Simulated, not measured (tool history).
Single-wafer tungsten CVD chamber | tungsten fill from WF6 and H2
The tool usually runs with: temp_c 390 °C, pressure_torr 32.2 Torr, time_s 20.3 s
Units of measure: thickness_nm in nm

run,hour,temp_c,pressure_torr,time_s,wafers since the last listed run,hours since the last thermocouple change,hours since the last manometer calibration,hours since the showerhead was replaced,hours since the gauge calibration,"read-back reference wafer on the same gauge, thickness_nm",thickness_nm
1,0,390,32.2,18.8,0,1494.1,1131.1,2612.2,187.1,46.822,41.536
2,10.2,390,32.2,20.3,213,1504.3,1141.3,2622.4,197.3,46.817,44.768
3,23.1,390,32.2,19.4,270,1517.2,1154.2,2635.3,210.2,46.746,42.939
4,37.3,390,32.2,19.4,297,1531.4,1168.4,2649.5,224.4,46.828,42.875
5,43.5,390,32.2,20.3,130,1537.6,1174.6,2655.7,230.6,46.84,44.448
6,56.9,390,32.2,20.3,281,1551,1188,2669.1,244,46.801,44.728
7,70.5,390,32.2,20.3,285,1564.6,1201.6,2682.7,257.6,46.75,44.172
8,83.7,390,32.2,17.1,276,1577.8,1214.8,2695.9,270.8,46.721,37.482
9,101.4,390,32.2,20.3,371,1595.5,1232.5,2713.6,288.5,46.833,44.262
10,113,390,32.2,20.3,243,1607.1,1244.1,2725.2,300.1,46.812,44.877
# hour 130: capacitance manometer re-zeroed and calibrated
11,130.5,390,32.2,20.3,199,1624.6,0.5,2742.7,317.6,46.808,43.918
# hour 143: thermocouple changed; heater temperature recalibrated
# hour 143.7: showerhead replaced
12,144.3,390,37.2,20.3,107,1.3,14.3,0.6,331.4,46.804,56.408
13,197.1,390,37.2,20.3,1107,54.1,67.1,53.4,384.2,46.762,55.538
# hour 197.9: gauge calibrated
14,204.8,390,32.2,23.2,161,61.8,74.8,61.1,6.9,46.783,57.49
15,218.3,390,32.2,18.9,283,75.3,88.3,74.6,20.4,46.825,46.614
16,225.1,403,28.7,20.3,142,82.1,95.1,81.4,27.2,46.872,60.105
17,234.3,404,39,17.3,193,91.3,104.3,90.6,36.4,46.824,66.923
18,250.8,390,32.2,20.3,346,107.8,120.8,107.1,52.9,46.844,50.385
19,261.5,390,32.2,20.3,224,118.5,131.5,117.8,63.6,46.761,50.403
20,275.6,382,37.7,20.3,295,132.6,145.6,131.9,77.7,46.798,47.388
21,285.7,396,25.7,20.3,211,142.7,155.7,142,87.8,46.747,46.286
22,295.5,390,37.1,16.5,205,152.5,165.5,151.8,97.6,46.823,44.995
23,304.3,402,32.2,20.3,184,161.3,174.3,160.6,106.4,46.841,63.99
24,316.9,383,35.4,22,264,173.9,186.9,173.2,119,46.747,50.097
25,327.9,390,25.5,18.7,230,184.9,197.9,184.2,130,46.712,37.385
26,341.3,390,38.9,18.6,281,198.3,211.3,197.6,143.4,46.8,52.838
27,357.2,380,37.4,20.3,333,214.2,227.2,213.5,159.3,46.888,44.15
28,372.1,402,26.4,17,312,229.1,242.1,228.4,174.2,46.729,45.282
29,379.3,399,36.1,21.7,151,236.3,249.3,235.6,181.4,46.801,70.448
30,385.4,390,32.2,20.3,127,242.4,255.4,241.7,187.5,46.806,49.592
31,396.8,390,24.4,20.3,239,253.8,266.8,253.1,198.9,46.747,38.519

Alternative continuations, all from the tool just after run 31; predict every row:
A,397.2,390,32.2,20.3,8,254.2,267.2,253.5,199.3,?,?
B,397.2,390,32.2,23.1,8,254.2,267.2,253.5,199.3,?,?
C,397.2,390,26.7,20.3,8,254.2,267.2,253.5,199.3,?,?
D,397.2,390,32.2,23.4,8,254.2,267.2,253.5,199.3,?,?

run,"read-back reference wafer on the same gauge, thickness_nm",thickness_nm
A,46.714,49.61
B,46.714,56.485
C,46.714,42.094
D,46.714,57.221
With the hidden condition removed and each run's random variation left untouched, the same runs would have given:
run,thickness_nm
A,51.462
B,58.593
C,43.666
D,59.357
